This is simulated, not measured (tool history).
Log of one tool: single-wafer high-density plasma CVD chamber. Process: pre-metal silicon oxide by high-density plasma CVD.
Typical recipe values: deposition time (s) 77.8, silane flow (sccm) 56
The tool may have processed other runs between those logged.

run,hour,deposition time (s),silane flow (sccm),"read-back reference wafer on the same gauge, thickness_nm",mean film thickness on the monitor wafer (Å)
1,0,77.8,56,475.012,4184.91
2,17,77.8,56,474.145,4178
3,30.3,77.8,56,474.5,4171.93
4,45,77.8,56,473.951,4173.87
5,58.2,66,56,473.768,3532.05
6,75.7,66,56,473.002,3538.16
7,88,77.8,56,472.304,4157.73
8,95.8,77.8,56,472.204,4165.03
9,102.8,77.8,56,472.499,4162.1
# hour 116.8: gauge calibrated
10,128,77.8,56,474.506,4177.45
11,143.9,66.3,56,474.615,3555.02
12,152.9,71.1,56,474.644,3816.55
# hour 171.8: silane flow controller replaced
13,172.3,92.9,56,473.778,4985.87
14,181,63.7,66,473.692,4034.57
15,190.6,89.1,66,473.772,5623.5
16,222.5,91.5,63,473.196,5501.63
17,235,77.8,56,473.014,4143.12
18,256.7,77.8,56,471.902,4152.84
# hour 258.2: gauge calibrated
19,265.5,77.8,52,474.674,3876.36
20,275,77.8,56,474.537,4176.01
21,281.4,91,67,474.377,5850.59
22,290.1,89.9,64,474.194,5521.2

4 options for the next run, each taken on its own from the tool as it stands now. Forecast them:
A,290.5,77.8,51,?,?
B,290.5,93.2,63,?,?
C,290.5,77.8,48,?,?
D,290.5,69.2,66,?,?

run,"read-back reference wafer on the same gauge, thickness_nm",mean film thickness on the monitor wafer (Å)
A,474.361,3797.14
B,474.361,5619.06
C,474.361,3573.78
D,474.361,4370.76
With no hidden state in the tool, these same runs would have given:
run,mean film thickness on the monitor wafer (Å)
A,3800.87
B,5624.58
C,3577.29
D,4375.06

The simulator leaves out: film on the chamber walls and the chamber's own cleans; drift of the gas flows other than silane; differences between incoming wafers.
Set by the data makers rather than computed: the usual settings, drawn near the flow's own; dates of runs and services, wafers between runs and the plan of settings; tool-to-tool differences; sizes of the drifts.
